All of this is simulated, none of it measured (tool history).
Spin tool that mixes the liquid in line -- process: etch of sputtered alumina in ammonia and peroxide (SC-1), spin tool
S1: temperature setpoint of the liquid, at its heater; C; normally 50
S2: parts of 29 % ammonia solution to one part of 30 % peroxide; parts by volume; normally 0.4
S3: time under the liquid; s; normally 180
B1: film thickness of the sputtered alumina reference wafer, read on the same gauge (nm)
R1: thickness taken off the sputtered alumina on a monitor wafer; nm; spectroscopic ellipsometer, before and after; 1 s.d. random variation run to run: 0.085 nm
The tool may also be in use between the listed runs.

{"run": 1, "hour": 0.0, "S1": 50, "S2": 0.4, "S3": 180, "B1": 30.01, "R1": 8.41}
{"run": 2, "hour": 23.8, "S1": 50, "S2": 0.4, "S3": 180, "B1": 30.01, "R1": 8.32}
{"run": 3, "hour": 50.5, "S1": 50, "S2": 0.4, "S3": 180, "B1": 30, "R1": 8.32}
{"run": 4, "hour": 70.7, "S1": 50, "S2": 0.4, "S3": 180, "B1": 29.99, "R1": 8.34}
{"run": 5, "hour": 103.1, "S1": 50, "S2": 0.4, "S3": 180, "B1": 30, "R1": 8.25}
{"run": 6, "hour": 134.1, "S1": 50, "S2": 0.4, "S3": 180, "B1": 29.99, "R1": 8.34}
{"run": 7, "hour": 165.7, "S1": 50, "S2": 0.35, "S3": 180, "B1": 30, "R1": 8.21}
{"run": 8, "hour": 188.4, "S1": 50, "S2": 0.35, "S3": 180, "B1": 30.03, "R1": 8.2}
{"run": 9, "hour": 205.6, "S1": 50, "S2": 0.35, "S3": 180, "B1": 30.01, "R1": 8.2}
{"run": 10, "hour": 310.9, "S1": 54.5, "S2": 0.4, "S3": 180, "B1": 29.99, "R1": 10.64}
{"hour": 316.7, "done": "heated supply line repaired"}
{"run": 11, "hour": 337.2, "S1": 54.5, "S2": 0.4, "S3": 180, "B1": 29.99, "R1": 13.13}
{"run": 12, "hour": 356.2, "S1": 50, "S2": 0.4, "S3": 180, "B1": 29.98, "R1": 10.38}
{"run": 13, "hour": 368.4, "S1": 50, "S2": 0.4, "S3": 180, "B1": 30, "R1": 10.38}
{"run": 14, "hour": 383.7, "S1": 54.5, "S2": 0.25, "S3": 130, "B1": 30, "R1": 9.14}
{"run": 15, "hour": 399.4, "S1": 50, "S2": 0.2, "S3": 180, "B1": 30.01, "R1": 9.7}
{"hour": 404.9, "done": "new drum of ammonia solution connected"}
{"hour": 426.6, "done": "thermometer replaced"}
{"run": 16, "hour": 427.3, "S1": 50, "S2": 0.4, "S3": 215, "B1": 30, "R1": 12.36}
{"run": 17, "hour": 455.9, "S1": 50, "S2": 0.4, "S3": 180, "B1": 29.99, "R1": 10.19}
{"hour": 457.6, "done": "gauge calibrated"}
{"hour": 483.6, "done": "ammonia flow meter replaced"}
{"run": 18, "hour": 491.1, "S1": 50, "S2": 0.4, "S3": 95, "B1": 29.98, "R1": 5.45}
{"run": 19, "hour": 505.8, "S1": 52.5, "S2": 0.6, "S3": 280, "B1": 30.01, "R1": 19.12}
{"run": 20, "hour": 535.3, "S1": 54, "S2": 0.3, "S3": 140, "B1": 30.02, "R1": 9.61}
{"run": 21, "hour": 557.1, "S1": 56.5, "S2": 0.35, "S3": 75, "B1": 30.01, "R1": 5.94}

Run 22 has not been measured yet. What should we expect?
{"run": 22, "hour": 586.3, "S1": 50, "S2": 0.4, "S3": 180, "B1": "?", "R1": "?"}

B1: 30.01
R1: 9.97 nm
With no hidden state in the tool, this same run would have given R1 10.27 nm.
